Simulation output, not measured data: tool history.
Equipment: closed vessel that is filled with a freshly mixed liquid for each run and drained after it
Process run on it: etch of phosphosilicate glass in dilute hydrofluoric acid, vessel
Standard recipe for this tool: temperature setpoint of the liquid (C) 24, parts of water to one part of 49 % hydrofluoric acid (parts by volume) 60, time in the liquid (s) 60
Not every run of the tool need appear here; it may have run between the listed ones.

run	hour	temperature setpoint of the liquid (C)	parts of water to one part of 49 % hydrofluoric acid (parts by volume)	time in the liquid (s)	read-back film thickness of the phosphosilicate glass reference wafer, read on the same gauge (nm)	thickness taken off the phosphosilicate glass on a monitor wafer (nm)
1	0	24	60	60	50.03	122.46
2	15	24	60	60	50	122.91
3	31.6	24	60	60	50.02	124.34
4	42.8	24	60	60	50.02	123.59
5	51.1	24	60	60	49.98	123.86
6	67.8	24	60	60	49.98	124.36
7	74.8	24	60	60	49.99	126.63
8	84.3	24	60	60	50.02	127.64
9	90.6	24	60	60	49.96	125.45
10	99.8	21	40	60	50	172.82
11	110.8	21	40	60	50.01	170.69
12	145	24	60	60	49.98	125.71
13	156	24	60	60	50.02	124.94
# hour 165: gauge calibrated
14	165.3	22.5	50	45	50.02	109.99
15	177.3	21.5	60	60	50.01	116.59
16	191.9	24	60	60	50.02	131.25
# hour 200.4: thermometer replaced
17	203	24	60	60	50	127.66
18	210.9	24	60	60	50.03	129.28
19	219	24	45	60	50.01	175.01
20	230.1	19.5	60	60	50	106.33
21	241.1	19	60	60	50.04	105.3
# hour 243.6: hydrofluoric acid flow meter replaced
22	254.1	24	60	60	49.99	113.96
23	261.4	28.5	85	60	49.98	93.71
24	277.6	28	35	60	49.98	238.31
25	288	26.5	60	35	50.01	73.35
26	305.6	24	60	60	50.01	116.04

Predict each of these 4 candidate next runs independently; none follows another, all start after run 26:
A	306.3	24	60	60	?	?
B	306.3	25.5	40	85	?	?
C	306.3	24	35	40	?	?
D	306.3	21	75	40	?	?

run	read-back film thickness of the phosphosilicate glass reference wafer, read on the same gauge (nm)	thickness taken off the phosphosilicate glass on a monitor wafer (nm)
A	50	113.73
B	50	263.88
C	50	134.29
D	50	52.63
With no hidden state in the tool, these same runs would have given:
run	thickness taken off the phosphosilicate glass on a monitor wafer (nm)
A	111.73
B	259.36
C	132
D	51.7
